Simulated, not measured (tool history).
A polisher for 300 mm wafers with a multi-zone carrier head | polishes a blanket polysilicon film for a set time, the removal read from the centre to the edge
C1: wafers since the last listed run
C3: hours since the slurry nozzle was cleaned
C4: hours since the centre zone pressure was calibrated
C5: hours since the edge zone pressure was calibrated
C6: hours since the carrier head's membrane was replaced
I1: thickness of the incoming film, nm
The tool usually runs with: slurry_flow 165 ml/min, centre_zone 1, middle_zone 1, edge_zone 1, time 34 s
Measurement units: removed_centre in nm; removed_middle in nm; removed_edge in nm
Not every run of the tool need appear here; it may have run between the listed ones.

Run 1, hour 0: usual settings but centre_zone 0.91, time 26 s; C1 0; wafers polished on this pad 2690; C3 20.3; C4 558.2; C5 282.4; C6 600.1; I1 2299.4. Result: removed_centre 327.8 nm, removed_middle 373.7 nm, removed_edge 361.2 nm.
At hour 6.7: centre zone pressure recalibrated.
At hour 17.8: worn pad replaced by a new one.
Run 2, hour 93.5: usual settings but time 29 s; C1 569; wafers polished on this pad 492; C3 113.8; C4 86.8; C5 375.9; C6 693.6; I1 2335.2. Result: removed_centre 398.4 nm, removed_middle 402.2 nm, removed_edge 399.6 nm.
Run 3, hour 171.8: usual settings but time 29 s; C1 509; wafers polished on this pad 1001; C3 192.1; C4 165.1; C5 454.2; C6 771.9; I1 2368.8. Result: removed_centre 401.3 nm, removed_middle 402.3 nm, removed_edge 398.8 nm.
Run 4, hour 220.6: usual settings but time 29 s; C1 317; wafers polished on this pad 1319; C3 240.9; C4 213.9; C5 503; C6 820.7; I1 2373.4. Result: removed_centre 391.8 nm, removed_middle 397.4 nm, removed_edge 387 nm.
Run 5, hour 283.6: usual settings; C1 409; wafers polished on this pad 1729; C3 303.9; C4 276.9; C5 566; C6 883.7; I1 2351.3. Result: removed_centre 445.4 nm, removed_middle 457.5 nm, removed_edge 468.2 nm.
Run 6, hour 321.7: usual settings but centre_zone 0.95; C1 247; wafers polished on this pad 1977; C3 342; C4 315; C5 604.1; C6 921.8; I1 2376.4. Result: removed_centre 424.5 nm, removed_middle 446.2 nm, removed_edge 457.5 nm.
Run 7, hour 402.3: usual settings but slurry_flow 125 ml/min; C1 524; wafers polished on this pad 2501; C3 422.6; C4 395.6; C5 684.7; C6 1002.4; I1 2302.1. Result: removed_centre 403.8 nm, removed_middle 413.6 nm, removed_edge 446.7 nm.
At hour 418.4: edge zone pressure recalibrated.
At hour 450.2: slurry nozzle cleaned.
At hour 472.5: worn pad replaced by a new one.
At hour 545.9: centre zone pressure recalibrated.
Run 8, hour 683.3: usual settings but slurry_flow 125 ml/min; C1 1770; wafers polished on this pad 1359; C3 233.1; C4 137.4; C5 264.9; C6 1283.4; I1 2326.1. Result: removed_centre 438.6 nm, removed_middle 438.7 nm, removed_edge 447.1 nm.
Run 9, hour 744.5: usual settings but slurry_flow 125 ml/min; C1 398; wafers polished on this pad 1757; C3 294.3; C4 198.6; C5 326.1; C6 1344.6; I1 2331. Result: removed_centre 426 nm, removed_middle 440.1 nm, removed_edge 452.1 nm.
Run 10, hour 787.9: usual settings but centre_zone 0.91, time 41 s; C1 282; wafers polished on this pad 2039; C3 337.7; C4 242; C5 369.5; C6 1388; I1 2305.2. Result: removed_centre 498.3 nm, removed_middle 552.2 nm, removed_edge 554.9 nm.
Run 11, hour 845.1: usual settings but centre_zone 0.88, edge_zone 0.93; C1 372; wafers polished on this pad 2411; C3 394.9; C4 299.2; C5 426.7; C6 1445.2; I1 2346.7. Result: removed_centre 388.4 nm, removed_middle 448.2 nm, removed_edge 433 nm.
At hour 873.7: slurry nozzle cleaned.
At hour 874.7: worn pad replaced by a new one, of another model than before.
Run 12, hour 885.7: usual settings but middle_zone 0.88, edge_zone 1.04; C1 251; wafers polished on this pad 71; C3 12; C4 339.8; C5 467.3; C6 1485.8; I1 2359.1. Result: removed_centre 485.1 nm, removed_middle 438.3 nm, removed_edge 490.1 nm.
Run 13, hour 975.5: usual settings but slurry_flow 135 ml/min, centre_zone 0.97; C1 584; wafers polished on this pad 655; C3 101.8; C4 429.6; C5 557.1; C6 1575.6; I1 2385.6. Result: removed_centre 448.7 nm, removed_middle 466.6 nm, removed_edge 477.2 nm.
Run 14, hour 1059.4: usual settings but centre_zone 0.92; C1 545; wafers polished on this pad 1201; C3 185.7; C4 513.5; C5 641; C6 1659.5; I1 2328.8. Result: removed_centre 431.7 nm, removed_middle 478.8 nm, removed_edge 478.6 nm.
At hour 1096.3: edge zone pressure recalibrated.
Run 15, hour 1096.8: usual settings but edge_zone 1.05; C1 230; wafers polished on this pad 1432; C3 223.1; C4 550.9; C5 0.5; C6 1696.9; I1 2378.3. Result: removed_centre 469.6 nm, removed_middle 469.1 nm, removed_edge 493.4 nm.
At hour 1154.4: centre zone pressure recalibrated.
Run 16, hour 1180.7: usual settings but slurry_flow 135 ml/min, centre_zone 1.1, middle_zone 1.08, time 29 s; C1 532; wafers polished on this pad 1965; C3 307; C4 26.3; C5 84.4; C6 1780.8; I1 2388.9. Result: removed_centre 426.9 nm, removed_middle 416.6 nm, removed_edge 397.6 nm.
Run 17, hour 1233.6: usual settings but edge_zone 1.04, time 42 s; C1 344; wafers polished on this pad 2309; C3 359.9; C4 79.2; C5 137.3; C6 1833.7; I1 2354.4. Result: removed_centre 579.3 nm, removed_middle 576.3 nm, removed_edge 586.5 nm.
At hour 1266.1: carrier head's membrane replaced by a new one.
At hour 1297.2: slurry nozzle cleaned.
At hour 1300.3: worn pad replaced by a new one.
Run 18, hour 1543.3: usual settings; C1 1955; wafers polished on this pad 1581; C3 246.1; C4 388.9; C5 447; C6 277.2; I1 2335.6. Result: removed_centre 470.9 nm, removed_middle 468.2 nm, removed_edge 484.2 nm.
Run 19, hour 1604.6: usual settings; C1 398; wafers polished on this pad 1979; C3 307.4; C4 450.2; C5 508.3; C6 338.5; I1 2361.1. Result: removed_centre 463.1 nm, removed_middle 471.3 nm, removed_edge 462.7 nm.
At hour 1669.6: centre zone pressure recalibrated.
Run 20, hour 1669.9: usual settings but centre_zone 0.94; C1 411; wafers polished on this pad 2391; C3 372.7; C4 0.3; C5 573.6; C6 403.8; I1 2377.4. Result: removed_centre 435.1 nm, removed_middle 468 nm, removed_edge 461.6 nm.
At hour 1705.1: slurry nozzle cleaned.
Run 21, hour 1737.1: usual settings but centre_zone 0.88, edge_zone 0.93; C1 430; wafers polished on this pad 2822; C3 32; C4 67.5; C5 640.8; C6 471; I1 2366.5. Result: removed_centre 418.4 nm, removed_middle 482.2 nm, removed_edge 463.8 nm.

What does the tool deliver on the next run?
At hour 1753.6: worn pad replaced by a new one.
At hour 1756.8: edge zone pressure recalibrated.
Run 22, hour 1778: usual settings but slurry_flow 220 ml/min, middle_zone 1.09, time 28 s; C1 227; wafers polished on this pad 145; C3 72.9; C4 108.4; C5 21.2; C6 511.9; I1 2351. Result: removed_centre ?, removed_middle ?, removed_edge ?.

removed_centre: 409.7 nm
removed_middle: 433.8 nm
removed_edge: 402.9 nm
Without the tool's hidden state the same run would have given removed_centre 412.9 nm, removed_middle 436.8 nm, removed_edge 404.9 nm.
